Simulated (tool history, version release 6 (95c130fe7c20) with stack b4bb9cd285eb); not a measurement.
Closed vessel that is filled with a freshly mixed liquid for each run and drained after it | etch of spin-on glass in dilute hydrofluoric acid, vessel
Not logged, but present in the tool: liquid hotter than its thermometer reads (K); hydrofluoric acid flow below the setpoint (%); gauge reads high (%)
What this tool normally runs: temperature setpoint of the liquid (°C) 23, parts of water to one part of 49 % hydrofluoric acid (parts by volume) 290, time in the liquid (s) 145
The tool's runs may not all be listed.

run   hour  temperature setpoint of the liquid (°C)  parts of water to one part of 49 % hydrofluoric acid (parts by volume)  time in the liquid (s)  wafers since the last listed run  hours since the thermometer was replaced  hours since the hydrofluoric acid flow meter was replaced  hours since the gauge calibration  read-back film thickness of the spin-on glass reference wafer, read on the same gauge (nm)  thickness taken off the spin-on glass on a monitor wafer (Å)
  1      0                                       23                                                                     205                     145                                 0                                       937                                                      494.2                              655.2                                                                                         150                                                           338
  2   28.2                                       23                                                                     340                     145                              2625                                     965.2                                                      522.4                              683.4                                                                                      149.97                                                         179.5
  3  103.1                                       23                                                                     340                     145                              6972                                    1040.1                                                      597.3                              758.3                                                                                      149.99                                                         178.2
  4  117.6                                       23                                                                     290                      80                              1349                                    1054.6                                                      611.8                              772.8                                                                                      149.97                                                           122
  5  145.1                                       23                                                                     290                      80                              2560                                    1082.1                                                      639.3                              800.3                                                                                      149.98                                                         120.5
  6  178.9                                       23                                                                     290                     145                              3146                                    1115.9                                                      673.1                              834.1                                                                                         150                                                         219.4
  7  205.7                                       23                                                                     290                      85                              2494                                    1142.7                                                      699.9                              860.9                                                                                         150                                                         128.8
  8    240                                       23                                                                     290                      85                              3193                                      1177                                                      734.2                              895.2                                                                                      149.99                                                         127.7
       264  -- thermometer replaced
  9  275.9                                       23                                                                     290                     145                              3248                                      11.9                                                      770.1                              931.1                                                                                      150.02                                                         200.4
 10  294.4                                       23                                                                     290                     145                              1722                                      30.4                                                      788.6                              949.6                                                                                      149.99                                                         202.9
 11  306.5                                       23                                                                     290                     145                              1126                                      42.5                                                      800.7                              961.7                                                                                      149.96                                                         201.7
 12  339.8                                       23                                                                     290                     145                              3099                                      75.8                                                        834                                995                                                                                         150                                                         203.5
     379.1  -- gauge calibrated
 13  390.3                                       23                                                                     290                     145                              4701                                     126.3                                                      884.5                               11.2                                                                                      150.01                                                         202.7
 14  410.4                                       23                                                                     290                     145                              1871                                     146.4                                                      904.6                               31.3                                                                                      149.98                                                         201.9
 15    431                                       23                                                                     290                     145                              1917                                       167                                                      925.2                               51.9                                                                                      150.04                                                         201.2
 16  450.8                                       23                                                                     290                     145                              1843                                     186.8                                                        945                               71.7                                                                                      150.02                                                         200.2
 17  519.9                                     21.5                                                                     240                      65                              6432                                     255.9                                                     1014.1                              140.8                                                                                      150.03                                                         110.1
     534.3  -- hydrofluoric acid flow meter replaced
 18  548.3                                       23                                                                     290                     145                              2550                                     284.3                                                         14                              169.2                                                                                      149.99                                                         219.3
 19  570.3                                       19                                                                     290                     145                              2048                                     306.3                                                         36                              191.2                                                                                      149.98                                                         188.4
 20  588.4                                       23                                                                     290                     145                              1684                                     324.4                                                       54.1                              209.3                                                                                         150                                                         217.1
 21  605.4                                       23                                                                     290                     145                              1582                                     341.4                                                       71.1                              226.3                                                                                      150.01                                                         216.6
 22  635.1                                       23                                                                     385                     145                              2764                                     371.1                                                      100.8                                256                                                                                      150.01                                                         149.8
 23  655.3                                     25.5                                                                     365                      70                              1880                                     391.3                                                        121                              276.2                                                                                      149.98                                                          85.1
 24  685.1                                     18.5                                                                     395                     220                              2774                                     421.1                                                      150.8                                306                                                                                      150.06                                                         187.6
 25  697.5                                     18.5                                                                     430                     200                              1154                                     433.5                                                      163.2                              318.4                                                                                      150.05                                                         153.4
 26  724.6                                     18.5                                                                     195                     115                              2522                                     460.6                                                      190.3                              345.5                                                                                      150.01                                                           241
 27    739                                       23                                                                     290                     145                              1340                                       475                                                      204.7                              359.9                                                                                      150.01                                                           217
 28  756.6                                     20.5                                                                     375                     210                              1638                                     492.6                                                      222.3                              377.5                                                                                      150.03                                                         209.3
 29  781.4                                     24.5                                                                     290                     120                              2308                                     517.4                                                      247.1                              402.3                                                                                      150.03                                                         191.5
 30  809.8                                     18.5                                                                     395                     220                              2643                                     545.8                                                      275.5                              430.7                                                                                      150.03                                                         189.7
 31  840.5                                       18                                                                     290                     145                              2857                                     576.5                                                      306.2                              461.4                                                                                      149.99                                                         183.1
 32  867.9                                       19                                                                     290                     220                              2550                                     603.9                                                      333.6                              488.8                                                                                      150.04                                                         285.5

5 ways to go on from here, each from the tool as it stands after run 32. What would each give?
  A  868.6                                       23                                                                     290                     145                                65                                     604.6                                                      334.3                              489.5                                                                                           ?                                                             ?
  B  868.6                                     18.5                                                                     175                      70                                65                                     604.6                                                      334.3                              489.5                                                                                           ?                                                             ?
  C  868.6                                       25                                                                     290                     170                                65                                     604.6                                                      334.3                              489.5                                                                                           ?                                                             ?
  D  868.6                                     21.5                                                                     150                     200                                65                                     604.6                                                      334.3                              489.5                                                                                           ?                                                             ?
  E  868.6                                       23                                                                     290                      75                                65                                     604.6                                                      334.3                              489.5                                                                                           ?                                                             ?

run  read-back film thickness of the spin-on glass reference wafer, read on the same gauge (nm)  thickness taken off the spin-on glass on a monitor wafer (Å)
  A                                                                                      150.02                                                         216.6
  B                                                                                      150.02                                                         164.9
  C                                                                                      150.02                                                         271.9
  D                                                                                      150.02                                                         634.7
  E                                                                                      150.02                                                           112
Take away the tool's hidden state, keep each run's random variation, and the runs would have read:
run  thickness taken off the spin-on glass on a monitor wafer (Å)
  A                                                         211.6
  B                                                         159.7
  C                                                           266
  D                                                           615
  E                                                         109.4

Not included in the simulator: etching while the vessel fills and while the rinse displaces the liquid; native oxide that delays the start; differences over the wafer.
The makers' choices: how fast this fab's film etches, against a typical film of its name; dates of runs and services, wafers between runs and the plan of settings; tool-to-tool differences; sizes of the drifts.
